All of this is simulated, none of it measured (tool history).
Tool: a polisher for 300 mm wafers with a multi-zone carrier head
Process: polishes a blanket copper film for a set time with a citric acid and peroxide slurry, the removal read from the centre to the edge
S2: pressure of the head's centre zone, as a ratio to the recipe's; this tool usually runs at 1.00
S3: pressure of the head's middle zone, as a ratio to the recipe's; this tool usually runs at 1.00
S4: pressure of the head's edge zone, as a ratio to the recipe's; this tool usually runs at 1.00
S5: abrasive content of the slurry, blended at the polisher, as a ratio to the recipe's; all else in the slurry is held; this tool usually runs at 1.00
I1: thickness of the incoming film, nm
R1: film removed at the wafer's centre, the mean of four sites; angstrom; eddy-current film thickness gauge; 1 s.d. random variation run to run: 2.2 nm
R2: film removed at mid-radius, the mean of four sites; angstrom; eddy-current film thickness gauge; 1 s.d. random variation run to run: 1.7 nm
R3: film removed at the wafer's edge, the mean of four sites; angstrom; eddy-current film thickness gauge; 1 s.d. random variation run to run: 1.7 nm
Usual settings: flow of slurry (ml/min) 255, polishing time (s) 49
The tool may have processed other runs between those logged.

Run 1, hour 0.0: usual settings but S3 1.07, S4 0.92; I1 1080.6. Result: R1 1504 angstrom, R2 1595 angstrom, R3 1523 angstrom.
Run 2, hour 22.4: usual settings but S3 1.07, S4 0.92; I1 1086.3. Result: R1 1470 angstrom, R2 1622 angstrom, R3 1482 angstrom.
Run 3, hour 47.6: usual settings; I1 1068.6. Result: R1 1480 angstrom, R2 1529 angstrom, R3 1511 angstrom.
Run 4, hour 71.9: usual settings; I1 1083.4. Result: R1 1565 angstrom, R2 1641 angstrom, R3 1651 angstrom.
Run 5, hour 96.3: usual settings; I1 1092.9. Result: R1 1541 angstrom, R2 1565 angstrom, R3 1605 angstrom.
Run 6, hour 115.9: usual settings but S2 0.93, S5 1.15; I1 1079.0. Result: R1 1485 angstrom, R2 1619 angstrom, R3 1631 angstrom.
Run 7, hour 132.5: usual settings but S5 1.15; I1 1079.6. Result: R1 1523 angstrom, R2 1614 angstrom, R3 1641 angstrom.
Run 8, hour 206.5: usual settings but S5 1.15; I1 1084.9. Result: R1 1559 angstrom, R2 1607 angstrom, R3 1609 angstrom.
Run 9, hour 219.4: usual settings but S2 0.92, S3 0.95, S5 0.90; I1 1070.4. Result: R1 1357 angstrom, R2 1473 angstrom, R3 1514 angstrom.
Run 10, hour 283.3: usual settings; I1 1072.1. Result: R1 1506 angstrom, R2 1572 angstrom, R3 1572 angstrom.
Run 11, hour 299.4: usual settings but S2 1.11, S5 1.15, polishing time (s) 34; I1 1090.5. Result: R1 1208 angstrom, R2 1105 angstrom, R3 1121 angstrom.
Run 12, hour 332.6: usual settings but flow of slurry (ml/min) 220, S3 1.11; I1 1063.7. Result: R1 1468 angstrom, R2 1604 angstrom, R3 1521 angstrom.
Run 13, hour 393.1: usual settings but flow of slurry (ml/min) 290; I1 1101.9. Result: R1 1565 angstrom, R2 1666 angstrom, R3 1597 angstrom.
Run 14, hour 422.1: usual settings but S3 1.06, S5 1.20; I1 1090.7. Result: R1 1627 angstrom, R2 1703 angstrom, R3 1637 angstrom.
Run 15, hour 436.4: usual settings; I1 1080.2. Result: R1 1478 angstrom, R2 1575 angstrom, R3 1577 angstrom.
Run 16, hour 455.6: usual settings but S4 0.94; I1 1082.0. Result: R1 1517 angstrom, R2 1550 angstrom, R3 1509 angstrom.
Run 17, hour 491.0: usual settings but S3 0.92, S4 1.08; I1 1072.9. Result: R1 1530 angstrom, R2 1480 angstrom, R3 1620 angstrom.
Run 18, hour 513.9: usual settings but S4 0.93, polishing time (s) 41; I1 1081.2. Result: R1 1312 angstrom, R2 1377 angstrom, R3 1306 angstrom.
Run 19, hour 535.2: usual settings but S2 1.11, S3 1.10, S4 1.09, polishing time (s) 42; I1 1080.0. Result: R1 1447 angstrom, R2 1456 angstrom, R3 1408 angstrom.
Run 20, hour 560.8: usual settings but S2 1.09; I1 1069.1. Result: R1 1623 angstrom, R2 1551 angstrom, R3 1590 angstrom.
Run 21, hour 595.0: usual settings but flow of slurry (ml/min) 305, S4 1.04, polishing time (s) 37; I1 1054.9. Result: R1 1138 angstrom, R2 1183 angstrom, R3 1197 angstrom.
Run 22, hour 621.2: usual settings; I1 1099.2. Result: R1 1474 angstrom, R2 1509 angstrom, R3 1542 angstrom.

Not shown here: 9 entries made in the log between runs. Locate each between two listed runs and compare the hidden state at the listed run before it with the hidden state at the listed run after it:
Run 3 -> run 4: worn pad replaced by a new one (hour 68.9)
  removal rate lost through wear of the pad, %: 6.31 -> 0.441
  measured result minus the result with no hidden state, R1: -99 -> -7 angstrom; R2: -103 -> -7 angstrom; R3: -102 -> -7 angstrom
Run 4 -> run 5: carrier head's membrane replaced by a new one (hour 84.7)
  removal rate lost through wear of the pad, %: 0.441 -> 2.62
  measured result minus the result with no hidden state, R1: -7 -> -41 angstrom; R2: -7 -> -42 angstrom; R3: -7 -> -43 angstrom
Run 5 -> run 6: slurry nozzle cleaned (hour 114.0)
  removal rate lost through wear of the pad, %: 2.62 -> 3.78
  measured result minus the result with no hidden state, R1: -41 -> -59 angstrom; R2: -42 -> -63 angstrom; R3: -43 -> -64 angstrom
Run 8 -> run 9: centre zone pressure recalibrated (hour 216.1); edge zone pressure recalibrated (hour 216.5)
  removal rate lost through wear of the pad, %: 5.92 -> 6.03
  measured result minus the result with no hidden state, R1: -98 -> -87 angstrom; R2: -102 -> -95 angstrom; R3: -102 -> -97 angstrom
Run 9 -> run 10: worn pad replaced by a new one (hour 232.1)
  removal rate lost through wear of the pad, %: 6.03 -> 4.3
  measured result minus the result with no hidden state, R1: -87 -> -68 angstrom; R2: -95 -> -71 angstrom; R3: -97 -> -71 angstrom
Run 12 -> run 13: worn pad replaced by a new one (hour 371.7)
  removal rate lost through wear of the pad, %: 5.76 -> 2.23
  measured result minus the result with no hidden state, R1: -90 -> -35 angstrom; R2: -98 -> -38 angstrom; R3: -93 -> -37 angstrom
Run 15 -> run 16: slurry nozzle cleaned (hour 452.6)
  removal rate lost through wear of the pad, %: 4.58 -> 5.14
  measured result minus the result with no hidden state, R1: -71 -> -83 angstrom; R2: -76 -> -84 angstrom; R3: -76 -> -82 angstrom
Run 17 -> run 18: worn pad replaced by a new one (hour 510.5)
  removal rate lost through wear of the pad, %: 5.78 -> 1.78
  measured result minus the result with no hidden state, R1: -94 -> -24 angstrom; R2: -91 -> -25 angstrom; R3: -100 -> -23 angstrom

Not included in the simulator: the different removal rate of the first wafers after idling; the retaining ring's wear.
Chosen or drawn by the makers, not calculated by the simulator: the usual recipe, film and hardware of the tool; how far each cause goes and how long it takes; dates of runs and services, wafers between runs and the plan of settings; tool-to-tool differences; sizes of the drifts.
